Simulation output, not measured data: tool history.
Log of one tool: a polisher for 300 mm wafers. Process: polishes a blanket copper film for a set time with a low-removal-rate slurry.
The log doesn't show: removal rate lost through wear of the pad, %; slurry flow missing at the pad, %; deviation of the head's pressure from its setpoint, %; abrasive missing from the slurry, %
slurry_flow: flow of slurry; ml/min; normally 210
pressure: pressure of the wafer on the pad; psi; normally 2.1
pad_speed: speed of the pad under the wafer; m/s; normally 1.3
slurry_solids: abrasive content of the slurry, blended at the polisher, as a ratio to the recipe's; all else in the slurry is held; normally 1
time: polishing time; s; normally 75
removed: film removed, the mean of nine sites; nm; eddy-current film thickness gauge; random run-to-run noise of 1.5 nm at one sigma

run	hour	slurry_flow	pressure	pad_speed	slurry_solids	time	wafers since the last listed run	wafers polished on this pad	hours since the slurry nozzle was cleaned	hours since the head pressure was calibrated	hours since the slurry blender was calibrated	incoming thickness of the incoming film, nm	removed
1	0	210	2.1	1.3	1	75	0	866	346.3	1120.1	61.7	1317.8	182.7
# hour 15.3: worn pad replaced by a new one
2	29.3	235	2.1	1.3	1	75	218	120	375.6	1149.4	91	1302.1	190
3	55.9	235	2.1	1.3	1	75	229	349	402.2	1176	117.6	1287.3	188.1
4	90.3	210	2.1	1.3	1	75	296	645	436.6	1210.4	152	1308	185.1
5	103.6	210	2.1	1.3	1	75	114	760	449.9	1223.7	165.3	1308.6	183.1
6	136.5	210	2.1	1.3	1	75	283	1043	482.8	1256.6	198.2	1301.2	183.1
# hour 147.1: slurry blender recalibrated
# hour 149: worn pad replaced by a new one
# hour 172: slurry nozzle cleaned
7	177.1	210	2.1	1.3	1	60	307	233	5.1	1297.2	30	1311.1	152.5
# hour 207.7: head pressure recalibrated
8	212.3	210	2.1	1.3	1	60	286	519	40.3	4.6	65.2	1296.3	151
9	224.9	210	2.1	1.3	0.85	75	108	628	52.9	17.2	77.8	1308.9	177.3
10	246.7	210	2.1	1.62	1	63	187	816	74.7	39	99.6	1294.3	189.8
11	258.9	210	2.1	1.3	1	75	105	921	86.9	51.2	111.8	1303.7	183.5
# hour 269.7: worn pad replaced by a new one
12	279.5	210	2.1	1.1	1	65	143	84	107.5	71.8	132.4	1296.6	139.1
13	312	210	2.5	1.64	1.1	75	280	364	140	104.3	164.9	1286.9	269.2
14	328.9	210	2.1	1.3	1	75	145	509	156.9	121.2	181.8	1301.6	188.2
15	350.3	210	2.1	1.3	0.9	75	184	694	178.3	142.6	203.2	1294.8	180.4
# hour 359: slurry blender recalibrated
16	369.3	210	2.1	1.3	1	75	146	840	197.3	161.6	10.3	1297.7	183.8

Here are 3 independent what-if runs from the current tool condition. What would each one return?
A	369.7	210	2.1	1.3	1	68	3	844	197.7	162	10.7	1321.4	?
B	369.7	210	2.1	1.3	1.2	98	3	844	197.7	162	10.7	1321.4	?
C	369.7	145	1.9	1.64	1	96	3	844	197.7	162	10.7	1321.4	?

run	removed
A	168.5
B	252.3
C	265.2
Without the tool's unlogged condition, the same runs would have read:
run	removed
A	174.6
B	261.5
C	274.9
